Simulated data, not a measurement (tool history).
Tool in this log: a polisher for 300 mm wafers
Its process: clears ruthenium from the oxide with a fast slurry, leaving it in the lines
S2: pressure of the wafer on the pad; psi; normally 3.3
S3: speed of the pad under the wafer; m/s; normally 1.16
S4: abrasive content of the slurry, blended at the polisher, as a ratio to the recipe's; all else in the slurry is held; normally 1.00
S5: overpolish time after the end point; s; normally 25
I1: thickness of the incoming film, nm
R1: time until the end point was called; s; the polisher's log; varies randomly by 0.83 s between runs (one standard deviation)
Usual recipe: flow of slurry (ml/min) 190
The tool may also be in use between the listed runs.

run 1 hour=0.0 | flow_of_slurry_(ml/min)=190 S2=3.3 S3=1.16 S4=1.00 S5=25 | I1=290.7 | R1=53.8
run 2 hour=8.5 | flow_of_slurry_(ml/min)=190 S2=3.3 S3=1.16 S4=1.00 S5=25 | I1=289.6 | R1=52.9
run 3 hour=19.4 | flow_of_slurry_(ml/min)=190 S2=3.3 S3=1.16 S4=1.00 S5=25 | I1=283.7 | R1=54.1
run 4 hour=27.2 | flow_of_slurry_(ml/min)=190 S2=3.6 S3=1.16 S4=1.00 S5=25 | I1=285.5 | R1=49.4
run 5 hour=33.8 | flow_of_slurry_(ml/min)=190 S2=3.6 S3=1.16 S4=1.00 S5=25 | I1=290.8 | R1=51.3
run 6 hour=44.4 | flow_of_slurry_(ml/min)=190 S2=3.3 S3=1.16 S4=1.00 S5=25 | I1=292.2 | R1=55.3
run 7 hour=57.3 | flow_of_slurry_(ml/min)=190 S2=3.3 S3=1.16 S4=1.00 S5=25 | I1=286.3 | R1=54.1
-- hour=63.0 slurry nozzle cleaned
-- hour=67.5 worn pad replaced by a new one
run 8 hour=68.0 | flow_of_slurry_(ml/min)=140 S2=4.4 S3=1.16 S4=1.10 S5=29 | I1=292.2 | R1=41.4
-- hour=70.6 slurry blender recalibrated
run 9 hour=77.1 | flow_of_slurry_(ml/min)=190 S2=3.3 S3=1.16 S4=1.00 S5=25 | I1=291.7 | R1=50.5
-- hour=93.4 head pressure recalibrated
run 10 hour=95.0 | flow_of_slurry_(ml/min)=190 S2=2.6 S3=1.16 S4=1.00 S5=25 | I1=287.5 | R1=65.2
run 11 hour=104.5 | flow_of_slurry_(ml/min)=160 S2=4.3 S3=1.16 S4=1.00 S5=25 | I1=290.0 | R1=42.0
run 12 hour=116.1 | flow_of_slurry_(ml/min)=150 S2=2.4 S3=1.16 S4=1.00 S5=25 | I1=288.1 | R1=73.6
run 13 hour=122.4 | flow_of_slurry_(ml/min)=190 S2=3.3 S3=1.16 S4=1.00 S5=25 | I1=285.7 | R1=52.1
run 14 hour=136.6 | flow_of_slurry_(ml/min)=190 S2=3.3 S3=1.16 S4=1.00 S5=38 | I1=291.5 | R1=52.3
-- hour=148.6 worn pad replaced by a new one
run 15 hour=152.4 | flow_of_slurry_(ml/min)=135 S2=3.3 S3=1.16 S4=1.00 S5=25 | I1=286.2 | R1=56.1

4 ways to go on from here, each from the tool as it stands after run 15. What would each give?
run A hour=152.8 | flow_of_slurry_(ml/min)=190 S2=3.3 S3=1.16 S4=1.00 S5=25 | I1=289.7 | R1=?
run B hour=152.8 | flow_of_slurry_(ml/min)=150 S2=2.9 S3=1.42 S4=1.00 S5=11 | I1=289.7 | R1=?
run C hour=152.8 | flow_of_slurry_(ml/min)=190 S2=3.3 S3=0.88 S4=0.85 S5=34 | I1=289.7 | R1=?
run D hour=152.8 | flow_of_slurry_(ml/min)=190 S2=3.3 S3=1.16 S4=0.70 S5=25 | I1=289.7 | R1=?

run=A R1=54.4
run=B R1=53.1
run=C R1=77.3
run=D R1=67.9
With the hidden condition removed and each run's random variation left untouched, the same runs would have given:
run=A R1=50.0
run=B R1=48.8
run=C R1=70.5
run=D R1=61.3
